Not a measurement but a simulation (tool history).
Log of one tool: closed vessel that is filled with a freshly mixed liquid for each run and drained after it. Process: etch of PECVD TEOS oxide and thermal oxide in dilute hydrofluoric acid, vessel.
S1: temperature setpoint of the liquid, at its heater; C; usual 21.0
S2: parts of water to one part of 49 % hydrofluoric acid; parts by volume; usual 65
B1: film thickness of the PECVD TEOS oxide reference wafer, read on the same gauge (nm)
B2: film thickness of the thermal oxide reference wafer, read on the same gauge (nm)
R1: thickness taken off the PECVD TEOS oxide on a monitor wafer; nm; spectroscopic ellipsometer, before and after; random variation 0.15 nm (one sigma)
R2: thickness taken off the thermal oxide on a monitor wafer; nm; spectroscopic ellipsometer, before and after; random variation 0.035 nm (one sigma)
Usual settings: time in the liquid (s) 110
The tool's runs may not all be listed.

Run 1, hour 0.0: usual settings; B1 119.97; B2 60.02. Result: R1 14.46 nm, R2 7.24 nm.
Run 2, hour 90.9: usual settings; B1 119.99; B2 60.02. Result: R1 14.17 nm, R2 7.24 nm.
Run 3, hour 180.8: usual settings; B1 120.02; B2 60.00. Result: R1 15.35 nm, R2 7.69 nm.
Run 4, hour 223.7: usual settings; B1 119.94; B2 60.00. Result: R1 15.25 nm, R2 7.64 nm.
Run 5, hour 277.7: usual settings; B1 119.97; B2 59.96. Result: R1 15.24 nm, R2 7.57 nm.
Run 6, hour 328.5: usual settings; B1 119.98; B2 60.05. Result: R1 14.91 nm, R2 7.61 nm.
Run 7, hour 365.3: usual settings; B1 120.01; B2 59.99. Result: R1 15.09 nm, R2 7.51 nm.
Run 8, hour 449.7: usual settings; B1 119.98; B2 60.01. Result: R1 14.83 nm, R2 7.44 nm.
Run 9, hour 549.6: usual settings; B1 120.05; B2 60.01. Result: R1 14.73 nm, R2 7.30 nm.
Run 10, hour 642.4: usual settings; B1 120.02; B2 60.03. Result: R1 14.36 nm, R2 7.26 nm.
Run 11, hour 690.0: usual settings; B1 120.01; B2 60.01. Result: R1 14.30 nm, R2 7.12 nm.
Run 12, hour 770.6: usual settings but S1 23.5 C, S2 40 parts by volume, time in the liquid (s) 80; B1 119.97; B2 60.02. Result: R1 20.77 nm, R2 10.41 nm.
Run 13, hour 815.0: usual settings but S1 23.5 C, S2 40 parts by volume, time in the liquid (s) 80; B1 119.98; B2 60.00. Result: R1 21.07 nm, R2 10.32 nm.
Run 14, hour 909.4: usual settings but S1 17.0 C; B1 119.97; B2 59.99. Result: R1 12.68 nm, R2 6.40 nm.
Run 15, hour 973.0: usual settings; B1 119.99; B2 60.02. Result: R1 15.17 nm, R2 7.49 nm.
Run 16, hour 1072.7: usual settings but S1 19.0 C, S2 40 parts by volume; B1 119.98; B2 60.01. Result: R1 22.89 nm, R2 11.36 nm.
Run 17, hour 1134.3: usual settings but S1 17.0 C, S2 90 parts by volume, time in the liquid (s) 130; B1 120.00; B2 60.02. Result: R1 10.20 nm, R2 5.11 nm.
Run 18, hour 1230.2: usual settings but S2 55 parts by volume, time in the liquid (s) 130; B1 120.00; B2 60.00. Result: R1 20.68 nm, R2 10.17 nm.
Run 19, hour 1337.6: usual settings; B1 120.00; B2 60.01. Result: R1 15.16 nm, R2 7.56 nm.
Run 20, hour 1428.0: usual settings but S1 19.0 C, S2 90 parts by volume, time in the liquid (s) 80; B1 119.99; B2 60.02. Result: R1 7.02 nm, R2 3.52 nm.
Run 21, hour 1530.8: usual settings but S1 18.5 C, time in the liquid (s) 160; B1 119.96; B2 60.01. Result: R1 19.37 nm, R2 9.65 nm.
Run 22, hour 1613.3: usual settings but S2 50 parts by volume; B1 120.00; B2 60.00. Result: R1 19.37 nm, R2 9.66 nm.
Run 23, hour 1711.4: usual settings; B1 119.98; B2 60.00. Result: R1 14.63 nm, R2 7.18 nm.

Taken out of this log: 5 entries between the listed runs. Where each belongs, and how the hidden state differs across it:
Between runs 2 and 3: hydrofluoric acid flow meter replaced (hour 134.8)
  hydrofluoric acid flow below the setpoint (%): 7.26 -> 0.793
  measured less the result without the state, R1: -1.20 -> -0.13 nm; R2: -0.62 -> -0.06 nm
Between runs 11 and 12: hydrofluoric acid flow meter replaced (hour 694.3); thermometer replaced (hour 719.5)
  hydrofluoric acid flow below the setpoint (%): 7.18 -> 1.08
  measured less the result without the state, R1: -1.20 -> -0.24 nm; R2: -0.60 -> -0.12 nm
Between runs 12 and 13: gauge calibrated (hour 793.2)
  hydrofluoric acid flow below the setpoint (%): 1.08 -> 1.63
  measured less the result without the state, R1: -0.24 -> -0.37 nm; R2: -0.12 -> -0.18 nm
Between runs 18 and 19: hydrofluoric acid flow meter replaced (hour 1242.9)
  hydrofluoric acid flow below the setpoint (%): 6.84 -> 2.4
  measured less the result without the state, R1: -1.63 -> -0.41 nm; R2: -0.80 -> -0.20 nm
